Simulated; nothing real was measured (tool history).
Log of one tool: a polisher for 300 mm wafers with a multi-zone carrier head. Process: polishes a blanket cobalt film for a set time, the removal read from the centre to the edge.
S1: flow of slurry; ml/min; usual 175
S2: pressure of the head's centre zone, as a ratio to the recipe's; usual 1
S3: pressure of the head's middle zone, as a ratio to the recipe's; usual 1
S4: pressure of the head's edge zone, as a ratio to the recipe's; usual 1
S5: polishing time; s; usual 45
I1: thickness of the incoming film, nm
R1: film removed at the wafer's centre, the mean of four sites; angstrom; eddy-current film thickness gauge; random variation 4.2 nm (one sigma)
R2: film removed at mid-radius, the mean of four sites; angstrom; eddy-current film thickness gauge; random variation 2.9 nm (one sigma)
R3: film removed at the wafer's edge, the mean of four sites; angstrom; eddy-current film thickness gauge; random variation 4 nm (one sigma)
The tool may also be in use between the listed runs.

run 1 hour=0 | S1=175 S2=1.09 S3=1 S4=1 S5=45 | I1=862.3 | R1=3048 R2=3109 R3=3028
run 2 hour=24.5 | S1=175 S2=1.09 S3=1 S4=1 S5=45 | I1=884.6 | R1=3025 R2=2946 R3=2946
run 3 hour=87.2 | S1=175 S2=1 S3=1 S4=1 S5=45 | I1=877.9 | R1=2582 R2=2847 R3=2798
run 4 hour=143.5 | S1=175 S2=1 S3=1 S4=1 S5=45 | I1=881.7 | R1=2865 R2=3086 R3=3109
run 5 hour=177.9 | S1=175 S2=1 S3=1 S4=1 S5=45 | I1=869.5 | R1=2802 R2=2992 R3=2979
run 6 hour=208.7 | S1=175 S2=1 S3=1 S4=1 S5=45 | I1=889.7 | R1=2667 R2=2876 R3=2848
run 7 hour=265.6 | S1=175 S2=1 S3=1 S4=1 S5=45 | I1=891.7 | R1=2891 R2=3202 R3=3130
run 8 hour=328 | S1=125 S2=1 S3=1 S4=0.93 S5=45 | I1=889.5 | R1=2492 R2=2781 R3=2792
run 9 hour=387.7 | S1=130 S2=1 S3=1 S4=1 S5=45 | I1=878.8 | R1=2858 R2=2971 R3=3022
run 10 hour=435.4 | S1=175 S2=1 S3=1 S4=1 S5=45 | I1=888.6 | R1=3027 R2=3074 R3=3058
run 11 hour=460.6 | S1=175 S2=1 S3=0.95 S4=1 S5=36 | I1=881.2 | R1=2312 R2=2292 R3=2365
run 12 hour=510.6 | S1=175 S2=1.06 S3=1.04 S4=0.95 S5=35 | I1=890.1 | R1=2242 R2=2261 R3=2177
run 13 hour=561.4 | S1=175 S2=1 S3=1 S4=1 S5=45 | I1=890.2 | R1=2988 R2=3078 R3=3161
run 14 hour=613.5 | S1=175 S2=1 S3=1.07 S4=1 S5=45 | I1=872.5 | R1=2875 R2=3118 R3=2986
run 15 hour=680.9 | S1=175 S2=1.04 S3=1.05 S4=1 S5=36 | I1=874.9 | R1=2501 R2=2617 R3=2531

Not shown: 9 entries that the log had between the listed runs. Between which runs, and how does the tool's hidden state differ before and after?
Between runs 3 and 4: worn pad replaced by a new one (hour 109.7)
  removal rate lost through wear of the pad, %: 12.8 -> 3.66; deviation of the centre zone's pressure from its setpoint, %: -7.48 -> -8.11
  measured less the result without the state, R1: -620 -> -373 angstrom; R2: -418 -> -116 angstrom; R3: -411 -> -118 angstrom
Between runs 6 and 7: edge zone pressure recalibrated (hour 211.7); worn pad replaced by a new one (hour 261.2)
  removal rate lost through wear of the pad, %: 9.4 -> 0.932; deviation of the centre zone's pressure from its setpoint, %: -8.83 -> -9.46
  measured less the result without the state, R1: -565 -> -334 angstrom; R2: -297 -> -28 angstrom; R3: -296 -> -30 angstrom
Between runs 7 and 8: carrier head's membrane replaced by a new one (hour 280.3)
  removal rate lost through wear of the pad, %: 0.932 -> 6.43; deviation of the centre zone's pressure from its setpoint, %: -9.46 -> -10.2
  measured less the result without the state, R1: -334 -> -475 angstrom; R2: -28 -> -190 angstrom; R3: -30 -> -192 angstrom
Between runs 8 and 9: centre zone pressure recalibrated (hour 347.4); worn pad replaced by a new one (hour 386.5)
  removal rate lost through wear of the pad, %: 6.43 -> 1.23; deviation of the centre zone's pressure from its setpoint, %: -10.2 -> -1.62
  measured less the result without the state, R1: -475 -> -84 angstrom; R2: -190 -> -37 angstrom; R3: -192 -> -38 angstrom
Between runs 11 and 12: slurry nozzle cleaned (hour 502.2)
  removal rate lost through wear of the pad, %: 7.66 -> 12.1; deviation of the centre zone's pressure from its setpoint, %: -2.43 -> -2.98
  measured less the result without the state, R1: -255 -> -386 angstrom; R2: -190 -> -310 angstrom; R3: -196 -> -299 angstrom
Between runs 12 and 13: worn pad replaced by a new one (hour 532.3)
  removal rate lost through wear of the pad, %: 12.1 -> 3.1; deviation of the centre zone's pressure from its setpoint, %: -2.98 -> -3.54
  measured less the result without the state, R1: -386 -> -210 angstrom; R2: -310 -> -98 angstrom; R3: -299 -> -101 angstrom
Between runs 14 and 15: worn pad replaced by a new one (hour 658.8)
  removal rate lost through wear of the pad, %: 7.7 -> 1.99; deviation of the centre zone's pressure from its setpoint, %: -4.12 -> -4.87
  measured less the result without the state, R1: -375 -> -182 angstrom; R2: -259 -> -53 angstrom; R3: -249 -> -52 angstrom

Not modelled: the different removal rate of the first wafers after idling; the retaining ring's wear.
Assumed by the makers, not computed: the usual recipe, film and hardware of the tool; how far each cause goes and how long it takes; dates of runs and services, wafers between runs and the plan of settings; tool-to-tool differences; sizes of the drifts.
